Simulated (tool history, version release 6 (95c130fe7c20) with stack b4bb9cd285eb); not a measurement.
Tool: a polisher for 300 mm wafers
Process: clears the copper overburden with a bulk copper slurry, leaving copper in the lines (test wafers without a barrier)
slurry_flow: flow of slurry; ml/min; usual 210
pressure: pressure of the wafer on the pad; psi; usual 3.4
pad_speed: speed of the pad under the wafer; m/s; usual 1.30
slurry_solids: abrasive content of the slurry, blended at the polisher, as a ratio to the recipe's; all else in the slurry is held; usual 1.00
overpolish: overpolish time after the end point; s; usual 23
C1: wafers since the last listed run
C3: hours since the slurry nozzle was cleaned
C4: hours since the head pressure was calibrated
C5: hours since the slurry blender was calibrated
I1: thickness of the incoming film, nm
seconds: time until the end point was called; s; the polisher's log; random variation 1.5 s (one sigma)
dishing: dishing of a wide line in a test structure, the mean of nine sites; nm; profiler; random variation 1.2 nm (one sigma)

run 1 hour=0.0 | slurry_flow=210 pressure=3.4 pad_speed=1.30 slurry_solids=1.00 overpolish=23 | C1=0 wafers_polished_on_this_pad=1626 C3=64.6 C4=660.2 C5=244.5 | I1=1084.7 | seconds=89.0 dishing=116.0
run 2 hour=48.7 | slurry_flow=210 pressure=3.4 pad_speed=1.30 slurry_solids=1.00 overpolish=23 | C1=286 wafers_polished_on_this_pad=1912 C3=113.3 C4=708.9 C5=293.2 | I1=1059.7 | seconds=89.0 dishing=112.9
-- hour=59.6 head pressure recalibrated
run 3 hour=108.1 | slurry_flow=210 pressure=3.4 pad_speed=1.30 slurry_solids=1.00 overpolish=27 | C1=337 wafers_polished_on_this_pad=2249 C3=172.7 C4=48.5 C5=352.6 | I1=1063.2 | seconds=92.5 dishing=116.1
-- hour=112.5 worn pad replaced by a new one
run 4 hour=160.1 | slurry_flow=210 pressure=3.4 pad_speed=1.30 slurry_solids=1.00 overpolish=27 | C1=282 wafers_polished_on_this_pad=280 C3=224.7 C4=100.5 C5=404.6 | I1=1061.8 | seconds=97.3 dishing=116.4
-- hour=187.9 slurry blender recalibrated
run 5 hour=219.2 | slurry_flow=210 pressure=3.4 pad_speed=1.30 slurry_solids=1.00 overpolish=27 | C1=335 wafers_polished_on_this_pad=615 C3=283.8 C4=159.6 C5=31.3 | I1=1056.8 | seconds=84.7 dishing=122.3
run 6 hour=418.4 | slurry_flow=210 pressure=3.4 pad_speed=1.30 slurry_solids=1.00 overpolish=13 | C1=1170 wafers_polished_on_this_pad=1786 C3=483.0 C4=358.8 C5=230.5 | I1=1058.3 | seconds=86.9 dishing=83.7
-- hour=571.1 worn pad replaced by a new one
-- hour=595.3 slurry blender recalibrated
run 7 hour=623.0 | slurry_flow=210 pressure=3.4 pad_speed=1.30 slurry_solids=1.00 overpolish=13 | C1=1167 wafers_polished_on_this_pad=293 C3=687.6 C4=563.4 C5=27.7 | I1=1044.9 | seconds=81.6 dishing=89.3
run 8 hour=686.0 | slurry_flow=210 pressure=3.4 pad_speed=1.30 slurry_solids=1.00 overpolish=13 | C1=370 wafers_polished_on_this_pad=663 C3=750.6 C4=626.4 C5=90.7 | I1=1082.3 | seconds=87.4 dishing=87.3
run 9 hour=748.9 | slurry_flow=225 pressure=3.4 pad_speed=1.10 slurry_solids=1.00 overpolish=23 | C1=369 wafers_polished_on_this_pad=1033 C3=813.5 C4=689.3 C5=153.6 | I1=1085.0 | seconds=101.3 dishing=109.9
-- hour=809.4 slurry nozzle cleaned
run 10 hour=847.9 | slurry_flow=225 pressure=3.4 pad_speed=1.10 slurry_solids=1.00 overpolish=23 | C1=576 wafers_polished_on_this_pad=1609 C3=38.5 C4=788.3 C5=252.6 | I1=1071.4 | seconds=101.2 dishing=106.9
run 11 hour=896.0 | slurry_flow=210 pressure=3.4 pad_speed=1.30 slurry_solids=1.00 overpolish=23 | C1=282 wafers_polished_on_this_pad=1892 C3=86.6 C4=836.4 C5=300.7 | I1=1066.1 | seconds=82.5 dishing=115.2
-- hour=940.6 worn pad replaced by a new one
run 12 hour=941.1 | slurry_flow=210 pressure=3.4 pad_speed=1.30 slurry_solids=1.00 overpolish=23 | C1=241 wafers_polished_on_this_pad=2 C3=131.7 C4=881.5 C5=345.8 | I1=1071.7 | seconds=86.0 dishing=114.9
-- hour=951.2 head pressure recalibrated
run 13 hour=975.0 | slurry_flow=210 pressure=3.4 pad_speed=1.30 slurry_solids=1.00 overpolish=23 | C1=187 wafers_polished_on_this_pad=190 C3=165.6 C4=23.8 C5=379.7 | I1=1080.0 | seconds=95.3 dishing=108.3
run 14 hour=999.7 | slurry_flow=210 pressure=3.4 pad_speed=1.30 slurry_solids=1.00 overpolish=23 | C1=145 wafers_polished_on_this_pad=335 C3=190.3 C4=48.5 C5=404.4 | I1=1077.1 | seconds=93.7 dishing=108.1
run 15 hour=1054.0 | slurry_flow=210 pressure=4.4 pad_speed=1.56 slurry_solids=1.00 overpolish=23 | C1=319 wafers_polished_on_this_pad=654 C3=244.6 C4=102.8 C5=458.7 | I1=1067.0 | seconds=69.4 dishing=127.4
-- hour=1056.8 slurry blender recalibrated
run 16 hour=1109.2 | slurry_flow=245 pressure=3.4 pad_speed=1.30 slurry_solids=1.00 overpolish=23 | C1=312 wafers_polished_on_this_pad=967 C3=299.8 C4=158.0 C5=52.4 | I1=1065.0 | seconds=85.6 dishing=113.6
run 17 hour=1170.1 | slurry_flow=210 pressure=2.2 pad_speed=1.30 slurry_solids=1.00 overpolish=36 | C1=357 wafers_polished_on_this_pad=1325 C3=360.7 C4=218.9 C5=113.3 | I1=1061.1 | seconds=109.5 dishing=113.0
run 18 hour=1238.9 | slurry_flow=210 pressure=3.4 pad_speed=1.30 slurry_solids=1.00 overpolish=23 | C1=404 wafers_polished_on_this_pad=1729 C3=429.5 C4=287.7 C5=182.1 | I1=1057.0 | seconds=88.9 dishing=113.4
run 19 hour=1284.1 | slurry_flow=210 pressure=3.4 pad_speed=1.30 slurry_solids=1.00 overpolish=23 | C1=265 wafers_polished_on_this_pad=1995 C3=474.7 C4=332.9 C5=227.3 | I1=1071.0 | seconds=91.1 dishing=111.1
run 20 hour=1342.6 | slurry_flow=210 pressure=3.4 pad_speed=1.30 slurry_solids=1.00 overpolish=23 | C1=343 wafers_polished_on_this_pad=2339 C3=533.2 C4=391.4 C5=285.8 | I1=1084.1 | seconds=89.4 dishing=110.1
-- hour=1369.1 worn pad replaced by a new one
run 21 hour=1406.2 | slurry_flow=260 pressure=2.3 pad_speed=1.30 slurry_solids=0.80 overpolish=11 | C1=350 wafers_polished_on_this_pad=218 C3=596.8 C4=455.0 C5=349.4 | I1=1066.3 | seconds=118.7 dishing=60.3
-- hour=1437.2 slurry blender recalibrated
run 22 hour=1454.5 | slurry_flow=265 pressure=3.4 pad_speed=1.18 slurry_solids=1.15 overpolish=37 | C1=272 wafers_polished_on_this_pad=490 C3=645.1 C4=503.3 C5=17.3 | I1=1057.1 | seconds=86.2 dishing=131.1
run 23 hour=1498.2 | slurry_flow=210 pressure=3.4 pad_speed=1.30 slurry_solids=1.00 overpolish=23 | C1=256 wafers_polished_on_this_pad=747 C3=688.8 C4=547.0 C5=61.0 | I1=1060.5 | seconds=81.1 dishing=114.4
run 24 hour=1558.5 | slurry_flow=210 pressure=2.8 pad_speed=1.66 slurry_solids=1.00 overpolish=23 | C1=354 wafers_polished_on_this_pad=1101 C3=749.1 C4=607.3 C5=121.3 | I1=1077.3 | seconds=76.0 dishing=118.5
-- hour=1673.3 head pressure recalibrated
run 25 hour=1719.7 | slurry_flow=185 pressure=3.4 pad_speed=1.30 slurry_solids=1.20 overpolish=16 | C1=935 wafers_polished_on_this_pad=2037 C3=910.3 C4=46.4 C5=282.5 | I1=1059.2 | seconds=90.6 dishing=95.5
-- hour=1765.4 slurry nozzle cleaned
-- hour=1772.9 worn pad replaced by a new one
run 26 hour=1775.5 | slurry_flow=230 pressure=3.4 pad_speed=1.54 slurry_solids=1.00 overpolish=23 | C1=298 wafers_polished_on_this_pad=15 C3=10.1 C4=102.2 C5=338.3 | I1=1091.5 | seconds=78.7 dishing=116.9
run 27 hour=1838.7 | slurry_flow=210 pressure=3.4 pad_speed=1.64 slurry_solids=1.00 overpolish=13 | C1=371 wafers_polished_on_this_pad=386 C3=73.3 C4=165.4 C5=401.5 | I1=1061.4 | seconds=76.1 dishing=92.0
-- hour=1859.3 slurry blender recalibrated
run 28 hour=1956.7 | slurry_flow=260 pressure=2.3 pad_speed=1.30 slurry_solids=0.80 overpolish=11 | C1=681 wafers_polished_on_this_pad=1068 C3=191.3 C4=283.4 C5=97.4 | I1=1069.9 | seconds=112.6 dishing=63.3
run 29 hour=2015.6 | slurry_flow=210 pressure=3.9 pad_speed=1.46 slurry_solids=1.00 overpolish=23 | C1=346 wafers_polished_on_this_pad=1414 C3=250.2 C4=342.3 C5=156.3 | I1=1065.5 | seconds=70.3 dishing=123.5

Forecast each of these 3 alternatives for the next run:
run A hour=2016.1 | slurry_flow=210 pressure=3.4 pad_speed=1.46 slurry_solids=1.00 overpolish=23 | C1=2 wafers_polished_on_this_pad=1417 C3=250.7 C4=342.8 C5=156.8 | I1=1068.0 | seconds=? dishing=?
run B hour=2016.1 | slurry_flow=210 pressure=4.2 pad_speed=1.48 slurry_solids=1.15 overpolish=36 | C1=2 wafers_polished_on_this_pad=1417 C3=250.7 C4=342.8 C5=156.8 | I1=1068.0 | seconds=? dishing=?
run C hour=2016.1 | slurry_flow=210 pressure=2.6 pad_speed=0.92 slurry_solids=1.00 overpolish=23 | C1=2 wafers_polished_on_this_pad=1417 C3=250.7 C4=342.8 C5=156.8 | I1=1068.0 | seconds=? dishing=?

run=A seconds=78.1 dishing=119.3
run=B seconds=65.1 dishing=143.8
run=C seconds=144.4 dishing=86.9
Without the tool's hidden state the same runs would have given:
run=A seconds=77.0 dishing=118.9
run=B seconds=64.2 dishing=142.6
run=C seconds=142.5 dishing=87.1

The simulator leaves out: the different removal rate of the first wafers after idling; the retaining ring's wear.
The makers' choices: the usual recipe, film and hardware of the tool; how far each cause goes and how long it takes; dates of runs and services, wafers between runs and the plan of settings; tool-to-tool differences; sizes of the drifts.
